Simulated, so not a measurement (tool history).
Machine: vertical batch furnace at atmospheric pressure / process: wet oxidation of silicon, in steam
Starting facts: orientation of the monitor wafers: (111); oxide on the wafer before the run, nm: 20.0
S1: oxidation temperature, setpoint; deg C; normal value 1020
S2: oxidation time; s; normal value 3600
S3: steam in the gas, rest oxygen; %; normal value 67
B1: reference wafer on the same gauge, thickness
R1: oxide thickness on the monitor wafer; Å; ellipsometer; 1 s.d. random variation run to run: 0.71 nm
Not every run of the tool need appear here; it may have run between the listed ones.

{"run": 1, "hour": 0.0, "S1": 1020, "S2": 4170, "S3": 71, "B1": 550.83, "R1": 5341.9}
{"run": 2, "hour": 15.2, "S1": 1020, "S2": 4170, "S3": 71, "B1": 550.59, "R1": 5353.4}
{"run": 3, "hour": 36.7, "S1": 1020, "S2": 3600, "S3": 67, "B1": 550.96, "R1": 4737.7}
{"run": 4, "hour": 45.9, "S1": 1020, "S2": 3600, "S3": 67, "B1": 551.21, "R1": 4729.3}
{"hour": 77.6, "done": "steam generator serviced"}
{"run": 5, "hour": 78.1, "S1": 1020, "S2": 3600, "S3": 67, "B1": 551.09, "R1": 4719.8}
{"run": 6, "hour": 82.6, "S1": 1020, "S2": 3600, "S3": 67, "B1": 551.46, "R1": 4725.6}
{"run": 7, "hour": 87.0, "S1": 1020, "S2": 3600, "S3": 67, "B1": 550.76, "R1": 4743.3}
{"hour": 114.3, "done": "gauge calibrated"}
{"hour": 125.5, "done": "thermocouples replaced and temperature profile calibrated"}
{"run": 8, "hour": 131.9, "S1": 1020, "S2": 3600, "S3": 67, "B1": 550.76, "R1": 4724.4}
{"run": 9, "hour": 145.2, "S1": 1020, "S2": 3600, "S3": 67, "B1": 551.16, "R1": 4737.9}
{"run": 10, "hour": 158.2, "S1": 1032, "S2": 4590, "S3": 61, "B1": 550.99, "R1": 5489}
{"run": 11, "hour": 169.7, "S1": 1020, "S2": 3600, "S3": 67, "B1": 550.65, "R1": 4737.9}
{"run": 12, "hour": 183.8, "S1": 1009, "S2": 2250, "S3": 67, "B1": 551.26, "R1": 3333.6}
{"run": 13, "hour": 196.4, "S1": 998, "S2": 4710, "S3": 67, "B1": 550.8, "R1": 4945.3}
{"run": 14, "hour": 203.8, "S1": 1020, "S2": 3600, "S3": 67, "B1": 550.95, "R1": 4730.5}
{"run": 15, "hour": 213.1, "S1": 1011, "S2": 3600, "S3": 67, "B1": 550.87, "R1": 4510.2}
{"run": 16, "hour": 231.6, "S1": 1031, "S2": 1800, "S3": 70, "B1": 550.98, "R1": 3387.9}
{"run": 17, "hour": 240.0, "S1": 1020, "S2": 3600, "S3": 67, "B1": 551.2, "R1": 4746.7}
{"run": 18, "hour": 258.4, "S1": 1034, "S2": 3600, "S3": 75, "B1": 551.09, "R1": 5411.3}

3 ways to go on from here, each from the tool as it stands after run 18. What would each give?
{"run": "A", "hour": 263.0, "S1": 1020, "S2": 3600, "S3": 67, "B1": "?", "R1": "?"}
{"run": "B", "hour": 263.0, "S1": 1036, "S2": 5280, "S3": 62, "B1": "?", "R1": "?"}
{"run": "C", "hour": 263.0, "S1": 1020, "S2": 4650, "S3": 72, "B1": "?", "R1": "?"}

run=A B1=550.9 R1=4739
run=B B1=550.9 R1=6111.5
run=C B1=550.9 R1=5750.6
Take away the tool's hidden state, keep each run's random variation, and the runs would have read:
run=A R1=4739
run=B R1=6111.5
run=C R1=5750.6
